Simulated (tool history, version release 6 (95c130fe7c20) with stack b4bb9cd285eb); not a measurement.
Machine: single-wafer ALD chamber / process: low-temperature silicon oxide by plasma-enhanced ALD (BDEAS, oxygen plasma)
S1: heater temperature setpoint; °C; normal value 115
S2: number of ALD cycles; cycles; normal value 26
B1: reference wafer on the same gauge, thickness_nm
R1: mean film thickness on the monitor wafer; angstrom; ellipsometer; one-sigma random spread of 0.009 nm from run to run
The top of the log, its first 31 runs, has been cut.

{"run": 32, "day": 40.762, "S1": 109, "S2": 26, "B1": 3.512, "R1": 36.52}
{"run": 33, "day": 42.217, "S1": 111, "S2": 22, "B1": 3.509, "R1": 30.81}
{"run": 34, "day": 43.138, "S1": 122, "S2": 28, "B1": 3.51, "R1": 38.24}
{"run": 35, "day": 44.412, "S1": 115, "S2": 26, "B1": 3.509, "R1": 36.13}
{"run": 36, "day": 45.054, "S1": 115, "S2": 26, "B1": 3.512, "R1": 36.06}
{"run": 37, "day": 45.921, "S1": 109, "S2": 26, "B1": 3.511, "R1": 36.48}
{"run": 38, "day": 47.146, "S1": 103, "S2": 26, "B1": 3.509, "R1": 36.91}
{"run": 39, "day": 48.421, "S1": 115, "S2": 26, "B1": 3.509, "R1": 36.02}
{"run": 40, "day": 49.521, "S1": 115, "S2": 22, "B1": 3.51, "R1": 30.55}
{"run": 41, "day": 50.733, "S1": 102, "S2": 28, "B1": 3.51, "R1": 39.81}
{"run": 42, "day": 51.479, "S1": 124, "S2": 24, "B1": 3.51, "R1": 32.57}

Consider 3 possible next runs. They are alternatives, not a sequence: every one starts from the tool as it was left by run 42. What does each give?
{"run": "A", "day": 51.496, "S1": 102, "S2": 26, "B1": "?", "R1": "?"}
{"run": "B", "day": 51.496, "S1": 101, "S2": 28, "B1": "?", "R1": "?"}
{"run": "C", "day": 51.496, "S1": 108, "S2": 22, "B1": "?", "R1": "?"}

run=A B1=3.510 R1=37.02
run=B B1=3.510 R1=40.02
run=C B1=3.510 R1=30.94
With the hidden condition removed and each run's random variation left untouched, the same runs would have given:
run=A R1=37.02
run=B R1=40.02
run=C R1=30.94
